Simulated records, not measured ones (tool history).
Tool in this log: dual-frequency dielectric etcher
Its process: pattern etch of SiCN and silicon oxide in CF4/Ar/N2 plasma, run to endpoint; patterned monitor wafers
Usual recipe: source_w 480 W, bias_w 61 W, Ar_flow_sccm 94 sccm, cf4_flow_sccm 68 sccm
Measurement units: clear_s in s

run,hour,source_w,bias_w,Ar_flow_sccm,cf4_flow_sccm,wafers since the last listed run,hours since the last wet clean,hours since the last source power generator calibration,hours since the last bias power generator calibration,hours since the last Ar flow controller change,hours since the last CF4 flow controller change,hours since the last upper electrode change,"incoming incoming film thickness, nm",clear_s
1,0.0,430,61,94,68,0,410.5,2538.1,4126.0,3279.4,3203.3,3012.0,9.40,14.8
# hour 34.4: wet clean of the chamber
2,34.9,480,61,94,68,122,0.5,2573.0,4160.9,3314.3,3238.2,3046.9,9.38,12.3
3,45.7,480,61,94,68,121,11.3,2583.8,4171.7,3325.1,3249.0,3057.7,9.39,12.6
4,80.8,480,61,118,68,394,46.4,2618.9,4206.8,3360.2,3284.1,3092.8,9.47,13.1
5,102.1,480,61,114,82,239,67.7,2640.2,4228.1,3381.5,3305.4,3114.1,9.44,12.6
# hour 130.0: Ar flow controller replaced
6,130.5,480,61,94,68,251,96.1,2668.6,4256.5,0.5,3333.8,3142.5,9.37,12.6
# hour 141.4: source power generator calibrated
7,157.1,440,56,79,57,253,122.7,15.7,4283.1,27.1,3360.4,3169.1,9.41,14.8
8,171.3,480,61,94,80,159,136.9,29.9,4297.3,41.3,3374.6,3183.3,9.30,12.4
9,186.9,600,61,94,60,175,152.5,45.5,4312.9,56.9,3390.2,3198.9,9.37,10.8
10,215.2,560,61,94,68,317,180.8,73.8,4341.2,85.2,3418.5,3227.2,9.43,11.4
11,229.4,480,61,94,68,159,195.0,88.0,4355.4,99.4,3432.7,3241.4,9.41,12.8
12,254.1,420,69,94,68,277,219.7,112.7,4380.1,124.1,3457.4,3266.1,9.32,13.7
# hour 261.5: bias power generator calibrated
# hour 285.4: upper electrode replaced
13,285.9,390,70,94,68,43,251.5,144.5,24.4,155.9,3489.2,0.5,9.36,14.6
14,310.0,480,48,94,77,270,275.6,168.6,48.5,180.0,3513.3,24.6,9.44,14.4
15,322.0,480,61,116,68,134,287.6,180.6,60.5,192.0,3525.3,36.6,9.33,13.2
# hour 345.3: CF4 flow controller replaced
# hour 379.0: wet clean of the chamber
16,379.5,370,72,94,54,308,0.5,238.1,118.0,249.5,34.2,94.1,9.40,15.1
17,388.4,540,61,94,68,99,9.4,247.0,126.9,258.4,43.1,103.0,9.35,11.2
18,416.4,480,61,94,68,314,37.4,275.0,154.9,286.4,71.1,131.0,9.42,12.6
19,448.4,370,56,112,81,359,69.4,307.0,186.9,318.4,103.1,163.0,9.42,16.7
20,478.5,430,56,94,74,337,99.5,337.1,217.0,348.5,133.2,193.1,9.46,14.7
21,545.9,410,61,94,68,756,166.9,404.5,284.4,415.9,200.6,260.5,9.43,14.8
22,572.5,480,61,94,68,298,193.5,431.1,311.0,442.5,227.2,287.1,9.44,12.9
23,591.5,480,61,108,68,213,212.5,450.1,330.0,461.5,246.2,306.1,9.33,13.3
24,619.1,390,68,82,68,309,240.1,477.7,357.6,489.1,273.8,333.7,9.43,14.6
25,654.8,380,68,106,68,400,275.8,513.4,393.3,524.8,309.5,369.4,9.37,15.6

Alternative continuations, all from the tool just after run 25; predict every row:
A,655.2,480,61,94,68,4,276.2,513.8,393.7,525.2,309.9,369.8,9.41,?
B,655.2,580,74,117,68,4,276.2,513.8,393.7,525.2,309.9,369.8,9.41,?
C,655.2,420,51,85,62,4,276.2,513.8,393.7,525.2,309.9,369.8,9.41,?

run,clear_s
A,13.0
B,10.1
C,16.2
Had the tool no hidden state, the same runs would have come out as:
run,clear_s
A,12.4
B,9.7
C,15.6

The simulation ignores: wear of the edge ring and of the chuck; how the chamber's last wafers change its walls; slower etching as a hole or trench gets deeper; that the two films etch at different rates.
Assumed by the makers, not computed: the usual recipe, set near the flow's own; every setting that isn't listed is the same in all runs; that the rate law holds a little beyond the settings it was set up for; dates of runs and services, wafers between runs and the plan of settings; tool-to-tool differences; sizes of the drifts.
